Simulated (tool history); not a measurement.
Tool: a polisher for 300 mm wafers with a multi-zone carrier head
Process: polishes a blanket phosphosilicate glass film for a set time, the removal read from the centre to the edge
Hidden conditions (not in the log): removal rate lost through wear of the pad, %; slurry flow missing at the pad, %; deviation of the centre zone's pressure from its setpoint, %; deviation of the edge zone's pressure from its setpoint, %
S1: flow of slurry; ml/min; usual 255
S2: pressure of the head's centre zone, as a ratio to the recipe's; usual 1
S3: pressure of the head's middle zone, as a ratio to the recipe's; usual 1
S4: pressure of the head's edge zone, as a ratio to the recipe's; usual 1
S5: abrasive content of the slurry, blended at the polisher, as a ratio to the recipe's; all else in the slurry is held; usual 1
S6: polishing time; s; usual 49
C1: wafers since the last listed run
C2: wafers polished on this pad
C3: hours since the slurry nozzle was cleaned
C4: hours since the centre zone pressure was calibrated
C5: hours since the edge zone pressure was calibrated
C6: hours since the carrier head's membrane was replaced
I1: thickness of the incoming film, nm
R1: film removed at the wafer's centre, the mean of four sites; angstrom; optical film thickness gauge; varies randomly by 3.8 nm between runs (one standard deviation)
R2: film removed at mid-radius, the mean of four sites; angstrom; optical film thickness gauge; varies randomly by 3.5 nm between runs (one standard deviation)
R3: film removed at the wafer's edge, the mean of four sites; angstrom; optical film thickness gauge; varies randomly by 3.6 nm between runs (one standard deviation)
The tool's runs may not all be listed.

run	hour	S1	S2	S3	S4	S5	S6	C1	C2	C3	C4	C5	C6	I1	R1	R2	R3
1	0	255	1	1	1	1	49	0	76	455.7	781.6	1188.9	1943.4	3765.5	3987	4353	4335
2	11.5	255	1	1	1	1	49	123	199	467.2	793.1	1200.4	1954.9	3682.8	3843	4319	4239
# hour 61.2: carrier head's membrane replaced by a new one
3	65.2	195	1	1	0.95	1	49	520	720	520.9	846.8	1254.1	4	3752.9	3651	4071	3973
# hour 76.3: worn pad replaced by a new one
4	76.8	195	1	1	0.95	1	49	81	5	532.5	858.4	1265.7	15.6	3803.4	3959	4365	4207
5	81.1	255	1	1	1	0.8	61	46	51	536.8	862.7	1270	19.9	3689.3	4579	4982	4915
6	89.4	255	1	1	1	1	49	88	140	545.1	871	1278.3	28.2	3688.3	3945	4319	4244
7	96.1	255	1	1	1	1	49	71	212	551.8	877.7	1285	34.9	3763.9	3780	4280	4178
8	103.1	300	1.04	1	1	1	32	74	286	558.8	884.7	1292	41.9	3743.5	2609	2757	2762
# hour 114.4: edge zone pressure recalibrated
9	114.9	255	1	1.03	1	1	49	104	391	570.6	896.5	0.5	53.7	3762.2	3794	4303	4129
10	127.8	255	0.94	1	1.1	1	49	138	529	583.5	909.4	13.4	66.6	3803.7	3574	4173	4266
# hour 145.2: worn pad replaced by a new one
11	146	170	1	1	1	1	49	151	8	601.7	927.6	31.6	84.8	3720.5	3854	4358	4306
# hour 164.3: slurry nozzle cleaned
12	164.8	255	1	1	1	1	49	190	198	0.5	946.4	50.4	103.6	3800.1	3774	4299	4219
13	171.5	255	1	1	0.91	1.25	49	71	270	7.2	953.1	57.1	110.3	3697.8	4133	4602	4341
# hour 173.7: centre zone pressure recalibrated
14	178.8	255	1.11	1.08	1	1	49	56	327	14.5	5.1	64.4	117.6	3719.4	4730	4480	4129
# hour 222.4: worn pad replaced by a new one
15	224.4	255	1	1	1	1	49	445	21	60.1	50.7	110	163.2	3774.1	4489	4467	4404
16	236.3	255	0.91	1	1	0.7	49	127	148	72	62.6	121.9	175.1	3666.6	3489	3759	3689
17	250.2	255	1	1	1	1	49	148	297	85.9	76.5	135.8	189	3777.3	4182	4213	4135
18	264.1	205	1.12	1	1	1	49	148	445	99.8	90.4	149.7	202.9	3696.4	4572	4081	4084
19	271.6	330	1	1	1	1	49	80	526	107.3	97.9	157.2	210.4	3712.5	4283	4269	4082
# hour 290.2: worn pad replaced by a new one
20	290.7	255	1	0.9	1.04	1	49	161	5	126.4	117	176.3	229.5	3732.4	4346	4089	4425
21	301.5	255	0.92	1	1	0.85	49	115	121	137.2	127.8	187.1	240.3	3778.1	3789	4079	4027

Each row is a separate what-if for the run after 21, all from the same tool condition, not one after another. Results?
A	301.9	255	1	1	1	1	49	4	125	137.6	128.2	187.5	240.7	3794.9	?	?	?
B	301.9	175	0.93	1	0.95	0.9	49	4	125	137.6	128.2	187.5	240.7	3794.9	?	?	?
C	301.9	315	1.03	1	1	1.15	44	4	125	137.6	128.2	187.5	240.7	3794.9	?	?	?
D	301.9	280	0.97	1	0.92	1	41	4	125	137.6	128.2	187.5	240.7	3794.9	?	?	?

run	R1	R2	R3
A	4346	4364	4167
B	3794	4088	3833
C	4286	4181	3979
D	3560	3676	3368
What these runs would have given with no unlogged condition in the tool:
run	R1	R2	R3
A	4548	4540	4335
B	3970	4253	3987
C	4485	4349	4139
D	3726	3824	3503
